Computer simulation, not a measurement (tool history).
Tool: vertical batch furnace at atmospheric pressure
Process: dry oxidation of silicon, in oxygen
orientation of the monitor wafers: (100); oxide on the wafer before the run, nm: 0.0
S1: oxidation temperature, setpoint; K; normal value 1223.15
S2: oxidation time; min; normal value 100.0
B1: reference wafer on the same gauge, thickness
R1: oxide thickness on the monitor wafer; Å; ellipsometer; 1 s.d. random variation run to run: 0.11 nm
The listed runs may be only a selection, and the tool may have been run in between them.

{"run": 1, "hour": 0.0, "S1": 1231.15, "S2": 100.0, "B1": 50.52, "R1": 445.6}
{"run": 2, "hour": 11.5, "S1": 1223.15, "S2": 100.0, "B1": 50.46, "R1": 411.6}
{"run": 3, "hour": 38.1, "S1": 1223.15, "S2": 100.0, "B1": 50.48, "R1": 412.4}
{"run": 4, "hour": 74.1, "S1": 1223.15, "S2": 100.0, "B1": 50.53, "R1": 410.7}
{"run": 5, "hour": 93.5, "S1": 1223.15, "S2": 100.0, "B1": 50.51, "R1": 409.4}
{"run": 6, "hour": 107.1, "S1": 1242.15, "S2": 100.0, "B1": 50.47, "R1": 490.3}
{"run": 7, "hour": 153.9, "S1": 1223.15, "S2": 100.0, "B1": 50.51, "R1": 408.7}
{"run": 8, "hour": 175.1, "S1": 1231.15, "S2": 114.5, "B1": 50.49, "R1": 487.6}
{"run": 9, "hour": 192.7, "S1": 1214.15, "S2": 100.0, "B1": 50.52, "R1": 369.2}
{"hour": 240.1, "done": "boat lift adjusted"}
{"run": 10, "hour": 240.6, "S1": 1223.15, "S2": 100.0, "B1": 50.53, "R1": 425.8}
{"run": 11, "hour": 246.9, "S1": 1223.15, "S2": 100.0, "B1": 50.49, "R1": 424.9}
{"run": 12, "hour": 253.2, "S1": 1223.15, "S2": 100.0, "B1": 50.56, "R1": 424.6}
{"run": 13, "hour": 266.2, "S1": 1223.15, "S2": 100.0, "B1": 50.51, "R1": 426.9}
{"run": 14, "hour": 280.3, "S1": 1223.15, "S2": 80.5, "B1": 50.53, "R1": 365.8}
{"hour": 283.2, "done": "gauge calibrated"}
{"run": 15, "hour": 299.5, "S1": 1201.15, "S2": 118.5, "B1": 50.52, "R1": 381.0}
{"run": 16, "hour": 324.7, "S1": 1243.15, "S2": 122.5, "B1": 50.49, "R1": 586.6}
{"run": 17, "hour": 340.3, "S1": 1213.15, "S2": 119.5, "B1": 50.51, "R1": 433.9}
{"run": 18, "hour": 383.5, "S1": 1223.15, "S2": 51.5, "B1": 50.49, "R1": 271.8}
{"run": 19, "hour": 396.6, "S1": 1223.15, "S2": 100.0, "B1": 50.51, "R1": 425.9}
{"hour": 428.6, "done": "thermocouples replaced and temperature profile calibrated"}
{"run": 20, "hour": 429.1, "S1": 1223.15, "S2": 100.0, "B1": 50.51, "R1": 426.4}
{"run": 21, "hour": 435.4, "S1": 1243.15, "S2": 136.0, "B1": 50.5, "R1": 633.6}
{"run": 22, "hour": 444.1, "S1": 1223.15, "S2": 100.0, "B1": 50.54, "R1": 426.1}
{"run": 23, "hour": 483.3, "S1": 1215.15, "S2": 80.5, "B1": 50.51, "R1": 333.9}
{"run": 24, "hour": 560.3, "S1": 1199.15, "S2": 132.5, "B1": 50.47, "R1": 403.0}

Difference, measured minus no-hidden-state, one row per run. Run-to-run variation is common to both terms; the gauge's own scatter need not be:
The hidden state here: true tube temperature minus thermocouple reading, K; monitor wafer colder than the profiled boat position, K; gauge reads high (%).
run=1 R1=-16.9
run=2 R1=-17.4
run=3 R1=-17.7
run=4 R1=-18.2
run=5 R1=-18.4
run=6 R1=-16.1
run=7 R1=-19.1
run=8 R1=-20.8
run=9 R1=-17.7
run=10 R1=-2.3
run=11 R1=-2.3
run=12 R1=-2.2
run=13 R1=-2.3
run=14 R1=-2.0
run=15 R1=-2.0
run=16 R1=-2.2
run=17 R1=-2.4
run=18 R1=-1.5
run=19 R1=-2.3
run=20 R1=-2.3
run=21 R1=-2.5
run=22 R1=-2.4
run=23 R1=-1.8
run=24 R1=-2.4
